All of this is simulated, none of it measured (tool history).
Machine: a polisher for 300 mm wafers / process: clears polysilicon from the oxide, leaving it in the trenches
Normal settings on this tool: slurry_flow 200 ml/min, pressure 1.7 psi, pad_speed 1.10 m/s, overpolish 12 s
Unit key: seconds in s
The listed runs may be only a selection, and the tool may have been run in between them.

run   hour  slurry_flow  pressure  pad_speed  overpolish  incoming thickness of the incoming film, nm  seconds
  1    0.0          200       1.7       1.10          12                                        736.2     67.7
  2   31.0          200       1.7       1.10          12                                        719.6     69.3
  3   45.1          200       1.7       1.10          12                                        729.5     68.9
  4   62.0          200       1.7       1.10          12                                        729.1     71.5
  5   88.4          200       1.7       1.10          12                                        733.8     71.0
  6  108.8          200       1.7       1.10          12                                        729.1     70.9
     117.1  -- worn pad replaced by a new one
  7  123.7          200       1.7       1.10          12                                        735.8     66.2
  8  158.6          200       1.7       1.10          12                                        727.0     67.9
  9  186.9          200       1.7       1.10          12                                        721.4     66.8
 10  222.5          155       1.7       1.10          12                                        745.5     70.2
     241.5  -- head pressure recalibrated
 11  255.4          155       1.7       1.10          12                                        726.6     73.0
 12  269.7          155       1.7       1.10          12                                        738.1     74.0
     272.4  -- slurry nozzle cleaned
     288.3  -- worn pad replaced by a new one
 13  303.0          245       1.7       1.10          12                                        739.8     68.1
 14  323.2          245       1.7       1.10          12                                        727.2     66.1
 15  338.7          200       1.3       1.10          12                                        729.9     81.4
 16  358.1          200       1.3       1.10          12                                        731.0     85.5
 17  384.6          165       1.7       1.10          12                                        723.5     71.1
 18  398.8          175       1.7       1.10          12                                        743.2     72.1
 19  424.5          170       1.7       1.30           7                                        744.3     64.5
     448.2  -- worn pad replaced by a new one
 20  448.7          200       1.5       0.90          10                                        722.4     83.4
 21  479.6          235       1.7       1.10          10                                        745.9     66.5
 22  492.5          200       1.7       1.10          15                                        733.3     68.4
 23  525.0          200       1.7       1.10          12                                        716.5     66.9
 24  555.4          155       1.7       1.42          12                                        731.2     59.6
 25  577.9          200       1.7       1.10          12                                        715.0     68.9
 26  609.4          160       1.7       1.10          18                                        738.6     75.6
 27  634.1          200       1.7       0.74          12                                        732.7     92.3
     644.2  -- worn pad replaced by a new one
 28  666.5          200       1.7       1.10          12                                        732.0     67.2
 29  691.2          200       1.7       0.78          12                                        723.1     83.1
 30  710.3          200       1.7       1.10          12                                        725.0     66.6
 31  726.4          145       1.2       1.48          12                                        724.6     74.0
 32  760.1          160       2.2       1.10           9                                        731.3     57.9
 33  790.2          200       2.3       1.10          15                                        725.5     55.5
 34  813.0          200       1.7       0.72          12                                        725.2     93.1

For run 35, what comes out?
     831.5  -- worn pad replaced by a new one
 35  834.4          200       1.5       0.92          16                                        731.3        ?

{"run 35": {"seconds": 84.4}}
If the tool had no hidden condition, the same run with the same run-to-run variation would have returned seconds 84.0 s.

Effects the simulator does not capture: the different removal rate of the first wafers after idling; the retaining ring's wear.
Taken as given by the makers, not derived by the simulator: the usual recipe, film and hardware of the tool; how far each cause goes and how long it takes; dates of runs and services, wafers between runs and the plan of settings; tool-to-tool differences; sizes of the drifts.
